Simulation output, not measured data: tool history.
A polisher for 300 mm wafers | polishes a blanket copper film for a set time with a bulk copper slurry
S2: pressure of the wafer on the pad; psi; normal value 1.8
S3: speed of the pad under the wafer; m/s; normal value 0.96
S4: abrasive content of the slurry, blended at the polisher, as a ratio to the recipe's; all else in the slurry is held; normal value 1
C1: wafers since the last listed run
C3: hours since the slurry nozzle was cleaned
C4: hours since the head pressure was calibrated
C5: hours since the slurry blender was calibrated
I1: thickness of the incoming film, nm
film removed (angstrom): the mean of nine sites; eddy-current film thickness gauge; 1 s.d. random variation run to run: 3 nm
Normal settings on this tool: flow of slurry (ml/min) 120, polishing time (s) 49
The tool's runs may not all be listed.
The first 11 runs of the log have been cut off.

Run 12, hour 341.9: usual settings but S2 2.2 psi, S4 1.15; C1 237; wafers polished on this pad 1934; C3 186.5; C4 88.4; C5 94.4; I1 4059.1. Result: film removed (angstrom) 3197.
At hour 359.2: worn pad replaced by a new one.
Run 13, hour 360.4: usual settings but S3 1.08 m/s; C1 133; wafers polished on this pad 10; C3 205; C4 106.9; C5 112.9; I1 3999.7. Result: film removed (angstrom) 3056.
At hour 364.9: slurry nozzle cleaned.
Run 14, hour 388.4: usual settings but S3 1.22 m/s, polishing time (s) 58; C1 248; wafers polished on this pad 259; C3 23.5; C4 134.9; C5 140.9; I1 3980.1. Result: film removed (angstrom) 4030.
Run 15, hour 417.1: usual settings but flow of slurry (ml/min) 90, S4 0.85; C1 264; wafers polished on this pad 523; C3 52.2; C4 163.6; C5 169.6; I1 4053.2. Result: film removed (angstrom) 2504.
Run 16, hour 440.7: usual settings; C1 217; wafers polished on this pad 741; C3 75.8; C4 187.2; C5 193.2; I1 3988. Result: film removed (angstrom) 2685.
At hour 463.2: slurry blender recalibrated.
Run 17, hour 474.5: usual settings but S3 1.26 m/s, S4 0.75; C1 293; wafers polished on this pad 1034; C3 109.6; C4 221; C5 11.3; I1 4011.5. Result: film removed (angstrom) 3224.
Run 18, hour 499.2: usual settings but S2 2.1 psi, polishing time (s) 34; C1 227; wafers polished on this pad 1262; C3 134.3; C4 245.7; C5 36; I1 4056.7. Result: film removed (angstrom) 2084.
Run 19, hour 527.2: usual settings but flow of slurry (ml/min) 110, S2 1.4 psi, S3 0.86 m/s, S4 0.75; C1 257; wafers polished on this pad 1520; C3 162.3; C4 273.7; C5 64; I1 3963.2. Result: film removed (angstrom) 1876.
Run 20, hour 547.5: usual settings but flow of slurry (ml/min) 110, S3 1.16 m/s, polishing time (s) 36; C1 187; wafers polished on this pad 1707; C3 182.6; C4 294; C5 84.3; I1 4019.1. Result: film removed (angstrom) 2280.
At hour 570: worn pad replaced by a new one.
At hour 575: slurry nozzle cleaned.
Run 21, hour 575.5: usual settings but S4 1.1; C1 211; wafers polished on this pad 41; C3 0.5; C4 322; C5 112.3; I1 4011.5. Result: film removed (angstrom) 2861.
Run 22, hour 601: usual settings but polishing time (s) 66; C1 234; wafers polished on this pad 276; C3 26; C4 347.5; C5 137.8; I1 3984.9. Result: film removed (angstrom) 3721.
Run 23, hour 634: usual settings but flow of slurry (ml/min) 135, S3 0.84 m/s, S4 0.9, polishing time (s) 33; C1 304; wafers polished on this pad 580; C3 59; C4 380.5; C5 170.8; I1 4043.9. Result: film removed (angstrom) 1685.
Run 24, hour 650.6: usual settings; C1 152; wafers polished on this pad 733; C3 75.6; C4 397.1; C5 187.4; I1 3983. Result: film removed (angstrom) 2789.
Run 25, hour 711.8: usual settings but flow of slurry (ml/min) 100, S2 2.4 psi, S4 1.25, polishing time (s) 58; C1 563; wafers polished on this pad 1297; C3 136.8; C4 458.3; C5 248.6; I1 4002.9. Result: film removed (angstrom) 4034.
At hour 721.6: slurry blender recalibrated.
Run 26, hour 734: usual settings but polishing time (s) 33; C1 186; wafers polished on this pad 1483; C3 159; C4 480.5; C5 12.4; I1 3985.3. Result: film removed (angstrom) 1835.
At hour 792.7: worn pad replaced by a new one.
At hour 802.6: slurry nozzle cleaned.
Run 27, hour 803.1: usual settings but flow of slurry (ml/min) 135, polishing time (s) 63; C1 590; wafers polished on this pad 86; C3 0.5; C4 549.6; C5 81.5; I1 3986.4. Result: film removed (angstrom) 3678.
Run 28, hour 863.1: usual settings but polishing time (s) 60; C1 552; wafers polished on this pad 639; C3 60.5; C4 609.6; C5 141.5; I1 3983.9. Result: film removed (angstrom) 3353.
Run 29, hour 882.2: usual settings but S2 2.2 psi, S4 1.15; C1 175; wafers polished on this pad 815; C3 79.6; C4 628.7; C5 160.6; I1 3926.7. Result: film removed (angstrom) 3407.
Run 30, hour 912.2: usual settings but S2 1.6 psi, polishing time (s) 44; C1 276; wafers polished on this pad 1092; C3 109.6; C4 658.7; C5 190.6; I1 4000.9. Result: film removed (angstrom) 2167.

Consider 4 possible next runs. They are alternatives, not a sequence: every one starts from the tool as it was left by run 30. What does each give?
Run A, hour 912.6: usual settings but S3 0.88 m/s; C1 3; wafers polished on this pad 1095; C3 110; C4 659.1; C5 191; I1 4015.1. Result: film removed (angstrom) ?.
Run B, hour 912.6: usual settings but polishing time (s) 41; C1 3; wafers polished on this pad 1095; C3 110; C4 659.1; C5 191; I1 4015.1. Result: film removed (angstrom) ?.
Run C, hour 912.6: usual settings but flow of slurry (ml/min) 150, polishing time (s) 63; C1 3; wafers polished on this pad 1095; C3 110; C4 659.1; C5 191; I1 4015.1. Result: film removed (angstrom) ?.
Run D, hour 912.6: usual settings but S2 2.1 psi, S3 0.64 m/s; C1 3; wafers polished on this pad 1095; C3 110; C4 659.1; C5 191; I1 4015.1. Result: film removed (angstrom) ?.

run  film removed (angstrom)
  A                     2558
  B                     2297
  C                     3682
  D                     2264
The same runs, with their run-to-run variation unchanged, on a tool lacking any hidden condition would have given:
run  film removed (angstrom)
  A                     2640
  B                     2371
  C                     3801
  D                     2337
